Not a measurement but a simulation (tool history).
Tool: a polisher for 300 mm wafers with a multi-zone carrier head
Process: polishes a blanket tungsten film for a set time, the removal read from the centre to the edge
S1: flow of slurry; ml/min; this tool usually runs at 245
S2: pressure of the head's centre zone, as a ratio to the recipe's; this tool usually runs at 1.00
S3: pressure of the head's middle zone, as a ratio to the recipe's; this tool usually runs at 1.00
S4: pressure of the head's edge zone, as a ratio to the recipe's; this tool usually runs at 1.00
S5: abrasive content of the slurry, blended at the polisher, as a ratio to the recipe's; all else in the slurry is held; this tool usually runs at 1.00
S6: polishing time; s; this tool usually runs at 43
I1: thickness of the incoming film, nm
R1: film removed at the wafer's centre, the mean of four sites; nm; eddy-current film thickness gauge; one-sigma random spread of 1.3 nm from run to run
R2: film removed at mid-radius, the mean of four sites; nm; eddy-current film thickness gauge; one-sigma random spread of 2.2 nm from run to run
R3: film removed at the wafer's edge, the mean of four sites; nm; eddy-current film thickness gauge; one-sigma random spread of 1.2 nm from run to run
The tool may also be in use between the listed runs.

run	hour	S1	S2	S3	S4	S5	S6	I1	R1	R2	R3
1	0.0	245	1.00	1.00	1.00	1.00	43	964.2	165.4	164.2	161.8
2	56.5	245	1.00	1.00	1.00	1.00	43	976.8	163.1	162.7	159.7
3	90.9	245	1.00	1.00	1.00	1.00	43	979.1	163.8	159.7	157.8
4	129.7	245	1.00	1.00	1.00	1.00	43	973.8	157.8	156.5	154.6
# hour 171.2: slurry nozzle cleaned
5	173.9	245	1.00	1.00	1.00	1.00	43	968.2	157.7	154.9	154.9
# hour 194.8: worn pad replaced by a new one
6	199.9	245	1.00	1.00	1.00	1.00	43	976.0	168.2	162.1	161.0
7	251.8	245	1.00	1.00	1.00	1.00	43	974.7	164.6	155.4	158.8
8	320.8	245	1.00	1.00	0.91	1.00	43	960.9	162.3	156.6	147.4
# hour 371.2: slurry nozzle cleaned
9	381.3	245	1.00	1.00	0.91	1.00	43	977.4	158.9	153.9	146.1
# hour 406.3: worn pad replaced by a new one
10	447.4	245	1.00	1.00	1.00	1.00	43	965.2	169.3	161.5	158.9
11	479.6	270	1.00	1.00	1.00	0.75	43	979.2	158.4	149.4	147.3
# hour 484.8: centre zone pressure recalibrated
# hour 508.1: carrier head's membrane replaced by a new one
12	537.8	245	1.00	1.00	1.00	1.00	43	970.1	155.4	151.4	155.9
# hour 568.8: slurry nozzle cleaned
13	575.8	305	1.00	1.00	1.05	0.85	43	951.3	150.9	150.8	153.3
14	613.3	245	1.00	1.00	1.00	1.00	43	971.2	150.5	152.2	150.2
# hour 620.5: edge zone pressure recalibrated
# hour 621.6: worn pad replaced by a new one
15	658.7	245	1.00	1.00	1.00	1.00	43	979.0	158.4	158.4	157.6
16	692.0	245	1.00	1.00	1.00	1.00	43	973.6	156.6	156.2	155.9
17	751.9	290	1.00	1.00	1.00	1.00	43	969.9	157.1	159.8	156.4
# hour 758.8: slurry nozzle cleaned
# hour 808.9: worn pad replaced by a new one
18	822.8	215	1.00	1.00	1.00	0.75	35	964.6	121.3	122.7	121.0
19	847.4	320	1.00	0.92	1.00	1.00	43	979.9	166.3	153.0	163.3

Run 20 has not been measured yet. What should we expect?
20	889.4	245	1.09	1.00	1.00	1.00	30	978.4	?	?	?

{"run 20": {"R1": 120.3, "R2": 112.2, "R3": 111.1}}
Were there no unlogged condition in the tool, this run, its random variation unchanged, would have produced R1 125.1 nm, R2 115.8 nm, R3 114.7 nm.
